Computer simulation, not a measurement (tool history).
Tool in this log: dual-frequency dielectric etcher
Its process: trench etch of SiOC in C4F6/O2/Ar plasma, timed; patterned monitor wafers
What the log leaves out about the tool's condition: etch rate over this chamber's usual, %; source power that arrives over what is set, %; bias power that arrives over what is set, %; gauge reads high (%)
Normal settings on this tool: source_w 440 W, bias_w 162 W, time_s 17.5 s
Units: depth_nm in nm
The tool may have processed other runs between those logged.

run,hour,source_w,bias_w,time_s,wafers since the last listed run,hours since the last wet clean,hours since the last source power generator calibration,hours since the last bias power generator calibration,hours since the last upper electrode change,hours since the gauge calibration,"read-back reference wafer on the same gauge, depth_nm",depth_nm
1,0,480,162,14.5,0,485.7,1365.6,2118.9,1435.6,420.7,31.63,31.15
2,99.6,480,162,14.5,886,585.3,1465.2,2218.5,1535.2,520.3,31.55,31.46
# hour 138.5: source power generator calibrated
3,146.6,480,162,14.5,382,632.3,8.1,2265.5,1582.2,567.3,31.55,30.39
# hour 174.8: wet clean of the chamber
4,231.7,440,162,17.5,543,56.9,93.2,2350.6,1667.3,652.4,31.65,35.22
5,286.3,440,162,17.5,485,111.5,147.8,2405.2,1721.9,707,31.63,34.55
6,348.8,440,162,17.5,556,174,210.3,2467.7,1784.4,769.5,31.59,35.25
7,436,440,162,17.5,775,261.2,297.5,2554.9,1871.6,856.7,31.6,34.71
8,536.1,440,162,17.5,890,361.3,397.6,2655,1971.7,956.8,31.62,34.98
9,635.3,440,162,17.5,882,460.5,496.8,2754.2,2070.9,1056,31.65,35.05
# hour 741.3: wet clean of the chamber
10,741.8,440,162,17.5,734,0.5,603.3,2860.7,2177.4,1162.5,31.63,34.93
11,845.9,440,162,17.5,926,104.6,707.4,2964.8,2281.5,1266.6,31.66,34.76
12,899.1,440,162,17.5,473,157.8,760.6,3018,2334.7,1319.8,31.56,35.02
13,1007,440,162,17.5,960,265.7,868.5,3125.9,2442.6,1427.7,31.71,35.21
14,1092.5,440,162,17.5,760,351.2,954,3211.4,2528.1,1513.2,31.57,35.43
15,1156.1,440,193,17.5,565,414.8,1017.6,3275,2591.7,1576.8,31.65,36.63
# hour 1300.1: wet clean of the chamber
# hour 1436.5: bias power generator calibrated
16,1444.9,440,140,15,2320,144.8,1306.4,8.4,2880.5,1865.6,31.58,30.05
17,1482.2,490,162,16,331,182.1,1343.7,45.7,2917.8,1902.9,31.55,35.17
# hour 1561.3: upper electrode replaced
18,1561.8,440,177,20,494,261.7,1423.3,125.3,0.5,1982.5,31.65,41.63
# hour 1581.9: source power generator calibrated
# hour 1590.6: gauge calibrated
19,1601.1,350,142,20.5,314,301,19.2,164.6,39.8,10.5,31.53,34.03
20,1643.2,330,162,17.5,374,343.1,61.3,206.7,81.9,52.6,31.61,28.49
21,1721.4,440,162,17.5,695,421.3,139.5,284.9,160.1,130.8,31.59,34.9
22,1785.2,550,133,15,567,485.1,203.3,348.7,223.9,194.6,31.61,32.78
# hour 1814.5: wet clean of the chamber
23,1869.4,440,145,17.5,535,54.9,287.5,432.9,308.1,278.8,31.61,34.1
24,2144.4,440,188,17.5,2446,329.9,562.5,707.9,583.1,553.8,31.67,35.95
25,2219.4,360,175,21.5,667,404.9,637.5,782.9,658.1,628.8,31.54,37.85
26,2311.1,440,192,17.5,815,496.6,729.2,874.6,749.8,720.5,31.71,35.95
27,2383.5,440,162,17.5,644,569,801.6,947,822.2,792.9,31.61,34.64
# hour 2442.5: wet clean of the chamber
28,2474.7,440,189,17.5,597,32.2,892.8,1038.2,913.4,884.1,31.49,36.59
29,2558.5,440,162,17.5,745,116,976.6,1122,997.2,967.9,31.57,35.31
30,2662.8,380,129,20,928,220.3,1080.9,1226.3,1101.5,1072.2,31.59,35.28

Across each entry between runs, compare the hidden state at the last listed run before it with the hidden state at the first listed run after it:
Between runs 2 and 3: source power generator calibrated (hour 138.5)
  source power that arrives over what is set, %: 4.19 -> 0.294
  the result without the hidden state subtracted from the measured one, depth_nm: +0.78 -> +0.05 nm
Between runs 3 and 4: wet clean of the chamber (hour 174.8)
  source power that arrives over what is set, %: 0.294 -> 0.313
  the result without the hidden state subtracted from the measured one, depth_nm: +0.05 -> +0.06 nm
Between runs 9 and 10: wet clean of the chamber (hour 741.3)
  source power that arrives over what is set, %: 0.834 -> 1.09
  the result without the hidden state subtracted from the measured one, depth_nm: +0.18 -> +0.24 nm
Between runs 15 and 16: wet clean of the chamber (hour 1300.1); bias power generator calibrated (hour 1436.5)
  source power that arrives over what is set, %: 2.56 -> 4.03
  the result without the hidden state subtracted from the measured one, depth_nm: +0.56 -> +0.73 nm
Between runs 17 and 18: upper electrode replaced (hour 1561.3)
  source power that arrives over what is set, %: 4.24 -> 4.73
  the result without the hidden state subtracted from the measured one, depth_nm: +0.89 -> +1.16 nm
Between runs 18 and 19: source power generator calibrated (hour 1581.9); gauge calibrated (hour 1590.6)
  source power that arrives over what is set, %: 4.73 -> -0.51
  the result without the hidden state subtracted from the measured one, depth_nm: +1.16 -> -0.11 nm
Between runs 22 and 23: wet clean of the chamber (hour 1814.5)
  source power that arrives over what is set, %: -0.42 -> -0.33
  the result without the hidden state subtracted from the measured one, depth_nm: -0.09 -> -0.08 nm
Between runs 27 and 28: wet clean of the chamber (hour 2442.5)
  source power that arrives over what is set, %: 0.895 -> 1.23
  the result without the hidden state subtracted from the measured one, depth_nm: +0.19 -> +0.27 nm
